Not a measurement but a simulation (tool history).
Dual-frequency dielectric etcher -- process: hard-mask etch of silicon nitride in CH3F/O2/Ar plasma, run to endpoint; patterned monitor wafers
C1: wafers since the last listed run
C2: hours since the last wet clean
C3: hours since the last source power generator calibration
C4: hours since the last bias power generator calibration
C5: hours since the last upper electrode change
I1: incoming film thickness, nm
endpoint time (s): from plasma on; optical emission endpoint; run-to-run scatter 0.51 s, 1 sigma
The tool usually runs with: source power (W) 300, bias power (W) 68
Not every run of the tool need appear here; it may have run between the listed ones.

{"run": 1, "day": 0.0, "source power (W)": 300, "bias power (W)": 75, "C1": 0, "C2": 108.9, "C3": 3525.9, "C4": 2099.0, "C5": 3772.1, "I1": 42.31, "endpoint time (s)": 66.6}
{"run": 2, "day": 2.562, "source power (W)": 300, "bias power (W)": 75, "C1": 875, "C2": 170.4, "C3": 3587.4, "C4": 2160.5, "C5": 3833.6, "I1": 42.11, "endpoint time (s)": 67.8}
{"run": 3, "day": 8.129, "source power (W)": 300, "bias power (W)": 75, "C1": 1901, "C2": 304.0, "C3": 3721.0, "C4": 2294.1, "C5": 3967.2, "I1": 41.41, "endpoint time (s)": 66.5}
{"run": 4, "day": 11.625, "source power (W)": 300, "bias power (W)": 68, "C1": 1193, "C2": 387.9, "C3": 3804.9, "C4": 2378.0, "C5": 4051.1, "I1": 41.65, "endpoint time (s)": 67.2}
{"day": 14.562, "done": "wet clean of the chamber"}
{"run": 5, "day": 14.583, "source power (W)": 300, "bias power (W)": 73, "C1": 668, "C2": 0.5, "C3": 3875.9, "C4": 2449.0, "C5": 4122.1, "I1": 41.66, "endpoint time (s)": 66.6}
{"run": 6, "day": 16.75, "source power (W)": 300, "bias power (W)": 73, "C1": 739, "C2": 52.5, "C3": 3927.9, "C4": 2501.0, "C5": 4174.1, "I1": 42.02, "endpoint time (s)": 67.1}
{"run": 7, "day": 17.946, "source power (W)": 300, "bias power (W)": 68, "C1": 408, "C2": 81.2, "C3": 3956.6, "C4": 2529.7, "C5": 4202.8, "I1": 41.96, "endpoint time (s)": 68.9}
{"run": 8, "day": 20.021, "source power (W)": 300, "bias power (W)": 68, "C1": 708, "C2": 131.0, "C3": 4006.4, "C4": 2579.5, "C5": 4252.6, "I1": 42.1, "endpoint time (s)": 68.6}
{"run": 9, "day": 26.775, "source power (W)": 270, "bias power (W)": 68, "C1": 2306, "C2": 293.1, "C3": 4168.5, "C4": 2741.6, "C5": 4414.7, "I1": 41.98, "endpoint time (s)": 71.5}
{"run": 10, "day": 29.196, "source power (W)": 270, "bias power (W)": 68, "C1": 826, "C2": 351.2, "C3": 4226.6, "C4": 2799.7, "C5": 4472.8, "I1": 41.76, "endpoint time (s)": 70.5}
{"run": 11, "day": 30.367, "source power (W)": 270, "bias power (W)": 68, "C1": 399, "C2": 379.3, "C3": 4254.7, "C4": 2827.8, "C5": 4500.9, "I1": 41.62, "endpoint time (s)": 71.1}
{"run": 12, "day": 32.079, "source power (W)": 300, "bias power (W)": 68, "C1": 584, "C2": 420.4, "C3": 4295.8, "C4": 2868.9, "C5": 4542.0, "I1": 42.15, "endpoint time (s)": 68.6}
{"run": 13, "day": 33.7, "source power (W)": 300, "bias power (W)": 68, "C1": 553, "C2": 459.3, "C3": 4334.7, "C4": 2907.8, "C5": 4580.9, "I1": 42.01, "endpoint time (s)": 68.9}
{"run": 14, "day": 36.442, "source power (W)": 300, "bias power (W)": 68, "C1": 936, "C2": 525.1, "C3": 4400.5, "C4": 2973.6, "C5": 4646.7, "I1": 41.29, "endpoint time (s)": 67.8}
{"day": 38.004, "done": "source power generator calibrated"}
{"day": 38.058, "done": "wet clean of the chamber"}
{"run": 15, "day": 41.467, "source power (W)": 300, "bias power (W)": 76, "C1": 1639, "C2": 81.8, "C3": 83.1, "C4": 3094.2, "C5": 4767.3, "I1": 42.23, "endpoint time (s)": 66.9}
{"run": 16, "day": 43.704, "source power (W)": 300, "bias power (W)": 76, "C1": 764, "C2": 135.5, "C3": 136.8, "C4": 3147.9, "C5": 4821.0, "I1": 42.08, "endpoint time (s)": 66.9}
{"run": 17, "day": 45.267, "source power (W)": 250, "bias power (W)": 58, "C1": 533, "C2": 173.0, "C3": 174.3, "C4": 3185.4, "C5": 4858.5, "I1": 41.99, "endpoint time (s)": 75.0}
{"run": 18, "day": 46.408, "source power (W)": 330, "bias power (W)": 68, "C1": 389, "C2": 200.4, "C3": 201.7, "C4": 3212.8, "C5": 4885.9, "I1": 42.22, "endpoint time (s)": 67.5}
{"run": 19, "day": 48.733, "source power (W)": 300, "bias power (W)": 78, "C1": 794, "C2": 256.2, "C3": 257.5, "C4": 3268.6, "C5": 4941.7, "I1": 41.99, "endpoint time (s)": 66.3}
{"run": 20, "day": 50.0, "source power (W)": 260, "bias power (W)": 61, "C1": 432, "C2": 286.6, "C3": 287.9, "C4": 3299.0, "C5": 4972.1, "I1": 41.66, "endpoint time (s)": 73.3}
{"run": 21, "day": 52.662, "source power (W)": 340, "bias power (W)": 51, "C1": 909, "C2": 350.5, "C3": 351.8, "C4": 3362.9, "C5": 5036.0, "I1": 42.09, "endpoint time (s)": 70.2}
{"run": 22, "day": 53.675, "source power (W)": 330, "bias power (W)": 64, "C1": 345, "C2": 374.8, "C3": 376.1, "C4": 3387.2, "C5": 5060.3, "I1": 42.03, "endpoint time (s)": 68.6}
{"day": 53.879, "done": "bias power generator calibrated"}
{"run": 23, "day": 55.5, "source power (W)": 300, "bias power (W)": 59, "C1": 566, "C2": 418.6, "C3": 419.9, "C4": 38.9, "C5": 5104.1, "I1": 42.14, "endpoint time (s)": 71.5}
{"run": 24, "day": 57.612, "source power (W)": 240, "bias power (W)": 57, "C1": 721, "C2": 469.3, "C3": 470.6, "C4": 89.6, "C5": 5154.8, "I1": 42.25, "endpoint time (s)": 76.7}
{"day": 58.838, "done": "wet clean of the chamber"}
{"day": 60.242, "done": "upper electrode replaced"}
{"run": 25, "day": 60.604, "source power (W)": 340, "bias power (W)": 74, "C1": 338, "C2": 42.4, "C3": 542.4, "C4": 161.4, "C5": 8.7, "I1": 41.81, "endpoint time (s)": 65.0}
{"run": 26, "day": 62.054, "source power (W)": 340, "bias power (W)": 68, "C1": 495, "C2": 77.2, "C3": 577.2, "C4": 196.2, "C5": 43.5, "I1": 42.09, "endpoint time (s)": 65.7}
{"run": 27, "day": 64.279, "source power (W)": 270, "bias power (W)": 68, "C1": 759, "C2": 130.6, "C3": 630.6, "C4": 249.6, "C5": 96.9, "I1": 41.85, "endpoint time (s)": 70.9}
{"run": 28, "day": 67.279, "source power (W)": 370, "bias power (W)": 76, "C1": 1024, "C2": 202.6, "C3": 702.6, "C4": 321.6, "C5": 168.9, "I1": 41.9, "endpoint time (s)": 62.7}
{"run": 29, "day": 69.892, "source power (W)": 300, "bias power (W)": 68, "C1": 892, "C2": 265.3, "C3": 765.3, "C4": 384.3, "C5": 231.6, "I1": 41.9, "endpoint time (s)": 68.4}
{"run": 30, "day": 71.321, "source power (W)": 280, "bias power (W)": 59, "C1": 488, "C2": 299.6, "C3": 799.6, "C4": 418.6, "C5": 265.9, "I1": 42.3, "endpoint time (s)": 72.8}
{"run": 31, "day": 73.742, "source power (W)": 300, "bias power (W)": 68, "C1": 826, "C2": 357.7, "C3": 857.7, "C4": 476.7, "C5": 324.0, "I1": 41.57, "endpoint time (s)": 68.3}
{"run": 32, "day": 75.938, "source power (W)": 370, "bias power (W)": 68, "C1": 749, "C2": 410.4, "C3": 910.4, "C4": 529.4, "C5": 376.7, "I1": 41.65, "endpoint time (s)": 63.7}
{"run": 33, "day": 77.596, "source power (W)": 300, "bias power (W)": 84, "C1": 566, "C2": 450.2, "C3": 950.2, "C4": 569.2, "C5": 416.5, "I1": 41.71, "endpoint time (s)": 64.5}
{"day": 79.15, "done": "wet clean of the chamber"}
{"run": 34, "day": 80.129, "source power (W)": 360, "bias power (W)": 52, "C1": 523, "C2": 23.5, "C3": 1011.0, "C4": 630.0, "C5": 477.3, "I1": 42.2, "endpoint time (s)": 68.6}

5 options for the next run, each taken on its own from the tool as it stands now. Forecast them:
{"run": "A", "day": 80.146, "source power (W)": 300, "bias power (W)": 51, "C1": 5, "C2": 23.9, "C3": 1011.4, "C4": 630.4, "C5": 477.7, "I1": 41.74, "endpoint time (s)": "?"}
{"run": "B", "day": 80.146, "source power (W)": 230, "bias power (W)": 68, "C1": 5, "C2": 23.9, "C3": 1011.4, "C4": 630.4, "C5": 477.7, "I1": 41.74, "endpoint time (s)": "?"}
{"run": "C", "day": 80.146, "source power (W)": 360, "bias power (W)": 54, "C1": 5, "C2": 23.9, "C3": 1011.4, "C4": 630.4, "C5": 477.7, "I1": 41.74, "endpoint time (s)": "?"}
{"run": "D", "day": 80.146, "source power (W)": 300, "bias power (W)": 74, "C1": 5, "C2": 23.9, "C3": 1011.4, "C4": 630.4, "C5": 477.7, "I1": 41.74, "endpoint time (s)": "?"}
{"run": "E", "day": 80.146, "source power (W)": 300, "bias power (W)": 77, "C1": 5, "C2": 23.9, "C3": 1011.4, "C4": 630.4, "C5": 477.7, "I1": 41.74, "endpoint time (s)": "?"}

run=A endpoint_time_(s)=72.7
run=B endpoint_time_(s)=73.9
run=C endpoint_time_(s)=67.9
run=D endpoint_time_(s)=67.0
run=E endpoint_time_(s)=66.4
Had the tool no hidden state, the same runs would have come out as:
run=A endpoint_time_(s)=72.7
run=B endpoint_time_(s)=73.9
run=C endpoint_time_(s)=67.9
run=D endpoint_time_(s)=67.0
run=E endpoint_time_(s)=66.4

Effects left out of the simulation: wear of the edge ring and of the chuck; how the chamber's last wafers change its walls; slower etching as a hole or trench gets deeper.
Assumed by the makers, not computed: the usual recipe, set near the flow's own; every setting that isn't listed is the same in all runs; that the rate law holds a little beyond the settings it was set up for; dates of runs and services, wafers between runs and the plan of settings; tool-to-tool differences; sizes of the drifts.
